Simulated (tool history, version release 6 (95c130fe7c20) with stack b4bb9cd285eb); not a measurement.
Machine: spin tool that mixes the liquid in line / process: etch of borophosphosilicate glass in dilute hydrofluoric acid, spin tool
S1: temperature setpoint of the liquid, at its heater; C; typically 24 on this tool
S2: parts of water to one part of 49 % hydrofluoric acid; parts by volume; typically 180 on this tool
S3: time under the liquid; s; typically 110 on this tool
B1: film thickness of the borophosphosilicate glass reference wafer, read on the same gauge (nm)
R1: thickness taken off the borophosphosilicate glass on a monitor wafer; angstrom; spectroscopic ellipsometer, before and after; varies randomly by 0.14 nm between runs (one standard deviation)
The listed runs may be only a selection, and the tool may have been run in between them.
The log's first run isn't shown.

run   hour    S1   S2   S3      B1     R1
  2    7.1    24  180  110     110    288
  3   13.6    24  180  110  110.04  289.3
      13.9  -- gauge calibrated
  4   24.1    24  180  110  110.01  289.4
      27.7  -- hydrofluoric acid flow meter replaced
  5   46.5    24  180  110  110.04  287.7
  6   60.4    24  180  110  110.01  287.5
  7   77.8  25.5  180  110  109.98  306.5
      84.5  -- thermometer replaced
  8  125.2  25.5  180  110     110  304.9
  9    132    24   95  110  109.98  604.4
 10  142.3    29  180  150  110.03  471.1
 11  148.4    21   90  130  110.01  676.1
 12  160.4    28  180  175  109.96  533.1
 13  172.9    24  265  110  109.99  178.9
 14  183.3  28.5  180  135  109.98  416.7
 15  190.7    24  180  110  110.03  287.5

Forecast run 16:
 16  234.5  24  180  155   ?   ?

{"run 16": {"B1": 110.01, "R1": 407.8}}
Without the tool's hidden state the same run would have given R1 407.8 angstrom.
